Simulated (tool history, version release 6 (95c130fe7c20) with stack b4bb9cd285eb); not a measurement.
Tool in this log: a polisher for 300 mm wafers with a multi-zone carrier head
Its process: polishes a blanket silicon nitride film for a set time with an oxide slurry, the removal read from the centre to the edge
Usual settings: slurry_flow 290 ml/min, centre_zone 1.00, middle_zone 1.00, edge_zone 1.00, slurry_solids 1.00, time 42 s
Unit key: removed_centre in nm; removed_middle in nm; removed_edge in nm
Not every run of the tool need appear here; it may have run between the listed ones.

| run | hour | slurry_flow | centre_zone | middle_zone | edge_zone | slurry_solids | time | incoming thickness of the incoming film, nm | removed_centre | removed_middle | removed_edge |
|---|---|---|---|---|---|---|---|---|---|---|---|
| 1 | 0.0 | 290 | 1.00 | 1.00 | 1.00 | 1.00 | 42 | 465.0 | 23.5 | 23.5 | 23.7 |
| 2 | 13.1 | 220 | 1.00 | 1.00 | 1.03 | 1.00 | 42 | 468.4 | 22.3 | 22.7 | 23.2 |
| 3 | 28.8 | 290 | 1.00 | 1.00 | 1.00 | 1.00 | 42 | 473.5 | 23.3 | 23.4 | 24.7 |
| 4 | 37.8 | 290 | 1.04 | 1.00 | 1.00 | 1.00 | 42 | 475.5 | 24.5 | 23.5 | 23.5 |
|  | 44.7 | edge zone pressure recalibrated |
|  | 46.3 | worn pad replaced by a new one |
| 5 | 51.0 | 290 | 1.07 | 1.00 | 1.00 | 0.90 | 42 | 462.5 | 23.9 | 23.2 | 23.3 |
| 6 | 60.5 | 220 | 1.00 | 1.00 | 1.00 | 1.00 | 33 | 464.9 | 18.0 | 17.9 | 18.3 |
| 7 | 75.1 | 220 | 1.00 | 1.00 | 1.00 | 1.00 | 33 | 463.9 | 17.6 | 17.9 | 18.0 |
| 8 | 87.9 | 230 | 1.00 | 1.00 | 1.00 | 1.00 | 42 | 466.2 | 22.4 | 22.8 | 23.5 |
| 9 | 100.5 | 290 | 1.00 | 1.00 | 1.00 | 0.75 | 42 | 460.3 | 21.7 | 22.2 | 22.6 |
|  | 118.7 | carrier head's membrane replaced by a new one |
| 10 | 136.7 | 290 | 1.00 | 1.00 | 1.00 | 1.00 | 42 | 470.6 | 23.0 | 23.5 | 24.7 |
| 11 | 153.0 | 290 | 1.08 | 1.08 | 0.94 | 1.00 | 33 | 474.2 | 20.4 | 19.8 | 18.1 |
|  | 165.7 | worn pad replaced by a new one |
| 12 | 166.7 | 290 | 1.00 | 0.92 | 0.95 | 1.00 | 42 | 464.4 | 23.3 | 22.3 | 23.2 |
| 13 | 173.5 | 290 | 1.00 | 1.00 | 1.00 | 1.00 | 42 | 468.9 | 23.3 | 23.6 | 23.8 |
| 14 | 186.2 | 290 | 1.00 | 0.93 | 1.00 | 1.00 | 42 | 471.7 | 23.1 | 22.1 | 24.1 |
| 15 | 196.7 | 205 | 1.06 | 0.96 | 1.00 | 1.00 | 42 | 470.4 | 24.2 | 21.9 | 23.1 |
| 16 | 203.6 | 290 | 1.00 | 1.00 | 1.00 | 1.00 | 42 | 468.6 | 23.3 | 23.6 | 24.2 |
| 17 | 212.3 | 290 | 1.00 | 1.00 | 1.00 | 1.00 | 42 | 462.8 | 23.8 | 23.7 | 24.1 |
|  | 223.4 | slurry nozzle cleaned |
| 18 | 224.1 | 290 | 1.00 | 1.07 | 1.06 | 1.10 | 56 | 470.6 | 32.3 | 33.7 | 33.6 |
| 19 | 239.3 | 290 | 0.96 | 1.05 | 1.00 | 1.00 | 42 | 469.7 | 22.8 | 24.5 | 23.9 |
| 20 | 248.5 | 290 | 1.00 | 1.00 | 1.00 | 1.00 | 56 | 467.3 | 31.6 | 31.5 | 31.7 |
| 21 | 255.8 | 385 | 1.00 | 1.00 | 0.88 | 0.80 | 28 | 466.2 | 15.0 | 15.3 | 14.2 |
| 22 | 269.0 | 290 | 1.00 | 1.00 | 1.00 | 1.00 | 42 | 473.2 | 23.5 | 23.3 | 23.4 |
|  | 275.1 | worn pad replaced by a new one |
| 23 | 278.7 | 290 | 1.00 | 1.00 | 1.00 | 1.00 | 42 | 478.3 | 23.5 | 23.5 | 24.0 |

What if the next run were any one of these 3? Each begins from the tool's condition after run 23:
| A | 279.1 | 290 | 1.00 | 1.00 | 1.00 | 1.00 | 42 | 468.8 | ? | ? | ? |
| B | 279.1 | 380 | 0.90 | 1.00 | 1.00 | 1.00 | 46 | 468.8 | ? | ? | ? |
| C | 279.1 | 290 | 1.08 | 1.03 | 1.08 | 1.00 | 27 | 468.8 | ? | ? | ? |

| run | removed_centre | removed_middle | removed_edge |
|---|---|---|---|
| A | 23.9 | 23.8 | 23.9 |
| B | 24.2 | 26.7 | 26.7 |
| C | 16.6 | 15.7 | 15.9 |
With the hidden condition removed and each run's random variation left untouched, the same runs would have given:
| run | removed_centre | removed_middle | removed_edge |
|---|---|---|---|
| A | 23.9 | 23.8 | 23.9 |
| B | 24.2 | 26.7 | 26.7 |
| C | 16.6 | 15.7 | 15.9 |

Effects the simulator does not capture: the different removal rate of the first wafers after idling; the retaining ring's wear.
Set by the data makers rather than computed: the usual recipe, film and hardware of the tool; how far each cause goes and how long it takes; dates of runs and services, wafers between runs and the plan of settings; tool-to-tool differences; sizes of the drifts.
